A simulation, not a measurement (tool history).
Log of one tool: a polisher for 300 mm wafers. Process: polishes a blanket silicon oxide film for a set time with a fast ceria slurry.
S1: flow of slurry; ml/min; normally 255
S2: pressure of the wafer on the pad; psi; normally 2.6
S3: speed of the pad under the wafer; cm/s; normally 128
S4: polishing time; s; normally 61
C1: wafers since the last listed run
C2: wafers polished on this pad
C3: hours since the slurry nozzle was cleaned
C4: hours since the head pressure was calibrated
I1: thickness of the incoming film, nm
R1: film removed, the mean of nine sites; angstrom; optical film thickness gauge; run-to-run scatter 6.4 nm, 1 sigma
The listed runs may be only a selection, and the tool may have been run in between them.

run	hour	S1	S2	S3	S4	C1	C2	C3	C4	I1	R1
1	0	255	2.6	128	61	0	4025	421.5	246.9	3480	10140
2	28.3	255	2.6	128	61	397	4423	449.8	275.2	3382.9	10230
3	56.1	255	2.6	128	61	390	4813	477.6	303	3469.8	10098
4	83.7	255	2.6	128	61	388	5201	505.2	330.6	3409	9898
# hour 111.3: slurry nozzle cleaned
5	150	255	2.6	128	61	918	6119	38.7	396.9	3504.1	10469
# hour 165.1: worn pad replaced by a new one
6	215.6	255	2.6	128	61	866	710	104.3	462.5	3433.6	10571
7	411.9	255	2.6	128	61	2759	3470	300.6	658.8	3423.1	10180
8	457.7	255	2.6	128	61	643	4114	346.4	704.6	3386.4	10164
9	526.1	255	2.6	128	61	961	5075	414.8	773	3415.5	10102
10	552.1	210	2.6	128	61	365	5441	440.8	799	3430.8	9885
11	589.5	210	2.6	128	61	525	5967	478.2	836.4	3417.4	9722
12	622.2	255	2.6	128	61	459	6426	510.9	869.1	3450.4	9953
# hour 656.1: head pressure recalibrated
# hour 656.4: slurry nozzle cleaned
# hour 707.5: worn pad replaced by a new one
13	775.6	255	2.6	128	61	2068	956	119.2	119.5	3423.7	10418
14	869.7	255	2.6	128	61	1322	2279	213.3	213.6	3377.6	10410
15	904.4	235	2.2	128	61	487	2767	248	248.3	3432.1	9117
16	962.3	235	2.2	128	61	814	3581	305.9	306.2	3493.6	8968
17	1012.8	255	2.6	84	44	709	4291	356.4	356.7	3442	5091
18	1057.4	190	1.8	164	53	627	4918	401	401.3	3469.1	7969
19	1105.6	330	3.3	128	61	677	5596	449.2	449.5	3407.6	12721
# hour 1142.7: slurry nozzle cleaned
20	1160.3	255	2.6	128	73	754	6351	17.6	504.2	3459.6	12428
# hour 1195.8: worn pad replaced by a new one
21	1201.7	290	1.8	112	50	525	83	59	545.6	3367.9	5668
22	1268.1	200	3	128	67	933	1016	125.4	612	3418.7	12798
23	1315.5	255	2.1	128	44	666	1683	172.8	659.4	3423.5	6385
24	1348.9	305	2.2	100	72	469	2152	206.2	692.8	3475.6	8746
25	1412	295	2.2	128	61	887	3039	269.3	755.9	3391.7	9235
26	1438.9	290	3.1	128	52	378	3418	296.2	782.8	3387.1	10521
27	1495.5	290	2.3	114	80	795	4213	352.8	839.4	3474.1	11325
# hour 1543.8: head pressure recalibrated
28	1633.5	315	2.6	128	51	1911	6125	490.8	89.7	3398	8680
# hour 1644.4: worn pad replaced by a new one
# hour 1656.7: slurry nozzle cleaned
29	1785.8	255	2.6	160	48	2070	1974	129.1	242	3488.9	10100
30	1817.2	255	2.6	128	61	441	2415	160.5	273.4	3437.4	10538
31	1879.9	255	2.6	128	61	881	3297	223.2	336.1	3355.6	10449
32	1949.3	255	2.2	144	75	975	4272	292.6	405.5	3457.5	12400
# hour 2099.5: worn pad replaced by a new one
33	2148.5	320	2.6	158	61	2744	689	491.8	604.7	3440	12565
34	2181.9	315	2.6	128	61	469	1158	525.2	638.1	3443.9	10211
# hour 2222.4: slurry nozzle cleaned
35	2245.4	255	1.9	148	61	878	2037	23	701.6	3441.7	9425
36	2282.5	255	2.1	128	44	521	2558	60.1	738.7	3457.5	6376
37	2321.1	255	2.6	128	61	542	3101	98.7	777.3	3429.5	10488

For each entry between runs, how does the tool's hidden state at the last listed run before it compare with that at the first listed run after it?
Logged between run 4 and run 5: slurry nozzle cleaned (hour 111.3)
  slurry flow missing at the pad, %: 43.5 -> 6.29
  the result without the hidden state subtracted from the measured one, R1: -580 -> -60 angstrom
Logged between run 5 and run 6: worn pad replaced by a new one (hour 165.1)
  slurry flow missing at the pad, %: 6.29 -> 7.72
  the result without the hidden state subtracted from the measured one, R1: -60 -> -75 angstrom
Logged between run 12 and run 13: head pressure recalibrated (hour 656.1); slurry nozzle cleaned (hour 656.4); worn pad replaced by a new one (hour 707.5)
  slurry flow missing at the pad, %: 45.7 -> 7.15
  the result without the hidden state subtracted from the measured one, R1: -632 -> -68 angstrom
Logged between run 19 and run 20: slurry nozzle cleaned (hour 1142.7)
  slurry flow missing at the pad, %: 35.7 -> 0.512
  the result without the hidden state subtracted from the measured one, R1: -451 -> -5 angstrom
Logged between run 20 and run 21: worn pad replaced by a new one (hour 1195.8)
  slurry flow missing at the pad, %: 0.512 -> 0.994
  the result without the hidden state subtracted from the measured one, R1: -5 -> -5 angstrom
Logged between run 27 and run 28: head pressure recalibrated (hour 1543.8)
  slurry flow missing at the pad, %: 19.4 -> 37.1
  the result without the hidden state subtracted from the measured one, R1: -204 -> -337 angstrom
Logged between run 28 and run 29: worn pad replaced by a new one (hour 1644.4); slurry nozzle cleaned (hour 1656.7)
  slurry flow missing at the pad, %: 37.1 -> 3.67
  the result without the hidden state subtracted from the measured one, R1: -337 -> -33 angstrom
Logged between run 32 and run 33: worn pad replaced by a new one (hour 2099.5)
  slurry flow missing at the pad, %: 14.1 -> 37.9
  the result without the hidden state subtracted from the measured one, R1: -171 -> -498 angstrom
Logged between run 34 and run 35: slurry nozzle cleaned (hour 2222.4)
  slurry flow missing at the pad, %: 43.1 -> 1.01
  the result without the hidden state subtracted from the measured one, R1: -497 -> -8 angstrom

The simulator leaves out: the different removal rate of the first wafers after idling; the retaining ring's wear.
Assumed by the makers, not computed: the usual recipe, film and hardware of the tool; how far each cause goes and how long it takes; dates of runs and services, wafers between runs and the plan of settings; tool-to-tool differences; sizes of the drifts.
